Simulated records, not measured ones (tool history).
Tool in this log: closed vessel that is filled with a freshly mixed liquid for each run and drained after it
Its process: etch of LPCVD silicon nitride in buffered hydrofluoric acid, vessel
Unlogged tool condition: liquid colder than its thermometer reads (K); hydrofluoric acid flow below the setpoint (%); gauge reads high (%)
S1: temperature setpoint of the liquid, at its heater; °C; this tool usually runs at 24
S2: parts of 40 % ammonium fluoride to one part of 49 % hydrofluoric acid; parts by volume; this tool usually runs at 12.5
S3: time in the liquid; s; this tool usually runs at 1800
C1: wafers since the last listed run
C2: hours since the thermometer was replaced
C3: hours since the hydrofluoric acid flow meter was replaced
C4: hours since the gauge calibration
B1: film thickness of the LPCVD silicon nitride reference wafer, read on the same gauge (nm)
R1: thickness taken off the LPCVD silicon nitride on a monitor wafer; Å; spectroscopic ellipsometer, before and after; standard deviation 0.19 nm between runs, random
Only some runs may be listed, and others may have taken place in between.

run   hour    S1    S2    S3    C1      C2     C3     C4      B1     R1
  1      0    24  12.5  1800     0  1241.2  372.3  121.8  120.01  201.5
  2   35.3    24  12.5  1800  1936  1276.5  407.6  157.1  119.99  200.4
  3   60.9    24  12.5  1800  1404  1302.1  433.2  182.7     120  199.3
  4   82.8    24  12.5  1800  1201    1324  455.1  204.6  119.98  199.3
  5   99.2    24    16  1800   899  1340.4  471.5    221  119.99  157.1
  6  111.6    24    16  1800   680  1352.8  483.9  233.4  120.03  153.8
  7  131.9    24    16  1800  1113  1373.1  504.2  253.7  119.98  154.7
     146.7  -- gauge calibrated
  8  153.6    24  14.5  2105  1190  1394.8  525.9    6.9  119.99  198.7
  9  176.2    24  12.5  1800  1239  1417.4  548.5   29.5     120  195.3
 10  191.5    24  12.5  1800   839  1432.7  563.8   44.8  119.97    196
 11  219.3  19.5  12.5  1800  1525  1460.5  591.6   72.6     120  147.6
     222.1  -- hydrofluoric acid flow meter replaced
     231.9  -- thermometer replaced
 12  234.1    29     8  1800   702     2.2     12   87.4  119.99  430.1
 13  253.3    24  12.5   835  1053    21.4   31.2  106.6  120.03  100.3
 14  268.5    24  12.5  2110   833    36.6   46.4  121.8  119.99  257.7
 15  288.9    24  12.5  1800  1119      57   66.8  142.2  120.03  214.5
 16  316.9  25.5  12.5  2685  1536      85   94.8  170.2  119.99  346.7
 17  351.2    24    10  1800  1881   119.3  129.1  204.5  119.98  269.4
 18  376.4    24  12.5  1800  1382   144.5  154.3  229.7  120.03  209.4

Consider 3 possible next runs. They are alternatives, not a sequence: every one starts from the tool as it was left by run 18. What does each give?
  A  377.5    24   11  1800  60  145.6  155.4  230.8   ?   ?
  B  377.5    26  9.5  1275  60  145.6  155.4  230.8   ?   ?
  C  377.5  26.5    8  1800  60  145.6  155.4  230.8   ?   ?

run      B1     R1
  A  120.02    238
  B  120.02  216.1
  C  120.02  361.2
Take away the tool's hidden state, keep each run's random variation, and the runs would have read:
run     R1
  A  248.3
  B  222.1
  C  378.6
